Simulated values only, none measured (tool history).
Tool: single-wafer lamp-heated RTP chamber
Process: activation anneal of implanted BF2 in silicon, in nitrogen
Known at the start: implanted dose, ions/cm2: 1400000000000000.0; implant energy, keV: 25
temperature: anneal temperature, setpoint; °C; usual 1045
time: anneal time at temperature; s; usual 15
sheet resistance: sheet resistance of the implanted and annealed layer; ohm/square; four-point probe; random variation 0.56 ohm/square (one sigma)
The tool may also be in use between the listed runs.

run,day,temperature,time,"read-back reference wafer on the same gauge, sheet resistance",sheet resistance
1,0,1045,15,149.1,142.64
2,2.629,1045,15,148.91,141.68
3,5.25,1045,15,148.92,142.26
# day 13.758: reflector plate cleaned
4,13.779,1045,15,149.06,138.7
# day 14.279: pyrometer window cleaned and pyrometer calibrated
5,16.471,1045,15,148.77,138.51
6,17.683,1045,15,148.99,137.92
# day 18.854: gauge calibrated
7,20.558,1045,15,148.99,137.95
8,21.962,1045,15,149.01,138.71
9,23.175,1056,15,149.07,130.04
10,25.679,1056,15,148.97,129.82
11,28.629,1056,15,149.02,128.54
# day 30.025: reflector plate cleaned, repeated, since the last time left the tool worse
12,31.012,1045,15,149.07,144.7
# day 34.1: pyrometer window cleaned and pyrometer calibrated
13,34.121,1045,15,148.91,144.34
14,35.829,1045,15,149,144.95
15,37.462,1045,15,148.98,144.96
16,39.725,1056,15,148.96,135.14
17,42.596,1069,15,148.86,126.27
18,43.983,1067,15,149.06,126.63
19,46.417,1075,23,148.74,114.98
20,49.112,1063,7,148.97,144.19
21,50.129,1056,18,149.08,130.74
22,51.917,1045,15,148.93,142.63
# day 54.571: pyrometer window cleaned and pyrometer calibrated
23,54.629,1045,15,149.06,142.39
24,56.292,1045,15,148.81,141.43
25,59.204,1022,6,148.99,182.81
26,61.662,1019,23,149,153.43
27,63.488,1045,15,149.08,141.64
# day 65.988: reflector plate cleaned
28,66.008,1018,20,148.95,161.74
29,67.925,1020,12,148.75,172.49
30,70.546,1073,23,148.97,117.51
31,71.929,1045,15,148.94,144.26
32,74.233,1045,15,148.98,143.92
# day 75.45: pyrometer window cleaned and pyrometer calibrated
33,76.15,1070,15,149.12,125.61
# day 77.058: gauge calibrated
34,79.038,1071,18,148.94,122.32
35,80.783,1045,9,148.93,153.83

Forecast each of these 5 alternatives for the next run:
A,80.8,1017,15,?,?
B,80.8,1045,20,?,?
C,80.8,1045,11,?,?
D,80.8,1070,11,?,?
E,80.8,1045,12,?,?

run,"read-back reference wafer on the same gauge, sheet resistance",sheet resistance
A,149.04,167.95
B,149.04,137.24
C,149.04,149.18
D,149.04,131.01
E,149.04,147.47
Without the tool's hidden state the same runs would have given:
run,sheet resistance
A,170.2
B,138.74
C,150.84
D,132.34
E,149.1
